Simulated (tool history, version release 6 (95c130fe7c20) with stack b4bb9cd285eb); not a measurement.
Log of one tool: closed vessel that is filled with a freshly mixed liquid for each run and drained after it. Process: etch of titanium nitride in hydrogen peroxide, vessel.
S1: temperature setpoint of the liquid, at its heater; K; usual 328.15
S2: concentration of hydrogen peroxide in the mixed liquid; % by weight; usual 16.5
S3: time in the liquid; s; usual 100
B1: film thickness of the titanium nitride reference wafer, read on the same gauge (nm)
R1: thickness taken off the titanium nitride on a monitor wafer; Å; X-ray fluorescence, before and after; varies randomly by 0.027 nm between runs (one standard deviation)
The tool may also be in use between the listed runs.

| run | hour | S1 | S2 | S3 | B1 | R1 |
|---|---|---|---|---|---|---|
| 1 | 0.0 | 330.65 | 16.5 | 125 | 140.00 | 134.0 |
| 2 | 14.7 | 330.65 | 16.5 | 125 | 139.98 | 134.4 |
| 3 | 24.4 | 330.65 | 16.5 | 125 | 139.96 | 134.3 |
| 4 | 38.0 | 328.15 | 16.5 | 100 | 140.02 | 89.9 |
| 5 | 55.8 | 328.15 | 16.5 | 100 | 140.01 | 90.5 |
| 6 | 72.7 | 328.15 | 16.5 | 100 | 140.01 | 90.1 |
| 7 | 87.5 | 328.15 | 16.5 | 100 | 139.99 | 90.3 |
|  | 96.5 | new drum of peroxide connected |
| 8 | 97.0 | 328.15 | 16.5 | 100 | 140.01 | 90.3 |
| 9 | 107.8 | 319.15 | 16.5 | 160 | 140.00 | 75.6 |
| 10 | 114.7 | 323.65 | 13.0 | 40 | 140.01 | 25.0 |
|  | 123.7 | thermometer replaced |
| 11 | 124.9 | 328.15 | 16.5 | 100 | 140.00 | 90.4 |
| 12 | 133.7 | 328.15 | 16.5 | 100 | 139.99 | 90.9 |
|  | 141.9 | gauge calibrated |
| 13 | 151.1 | 328.15 | 13.0 | 45 | 140.04 | 39.0 |
|  | 177.2 | peroxide flow meter replaced |
| 14 | 198.8 | 336.65 | 12.0 | 100 | 140.00 | 148.5 |
| 15 | 213.6 | 328.15 | 16.5 | 135 | 140.03 | 119.8 |
| 16 | 219.8 | 330.65 | 16.5 | 100 | 140.00 | 105.3 |
| 17 | 234.0 | 328.15 | 14.5 | 150 | 140.01 | 130.0 |

Forecast each of these 4 alternatives for the next run:
| A | 234.7 | 328.15 | 16.5 | 100 | ? | ? |
| B | 234.7 | 319.65 | 16.5 | 115 | ? | ? |
| C | 234.7 | 333.15 | 16.5 | 100 | ? | ? |
| D | 234.7 | 328.15 | 19.0 | 155 | ? | ? |

| run | B1 | R1 |
|---|---|---|
| A | 140.01 | 88.7 |
| B | 140.01 | 55.4 |
| C | 140.01 | 125.3 |
| D | 140.01 | 141.7 |
Had the tool no hidden state, the same runs would have come out as:
| run | R1 |
|---|---|
| A | 88.4 |
| B | 55.2 |
| C | 124.8 |
| D | 141.2 |
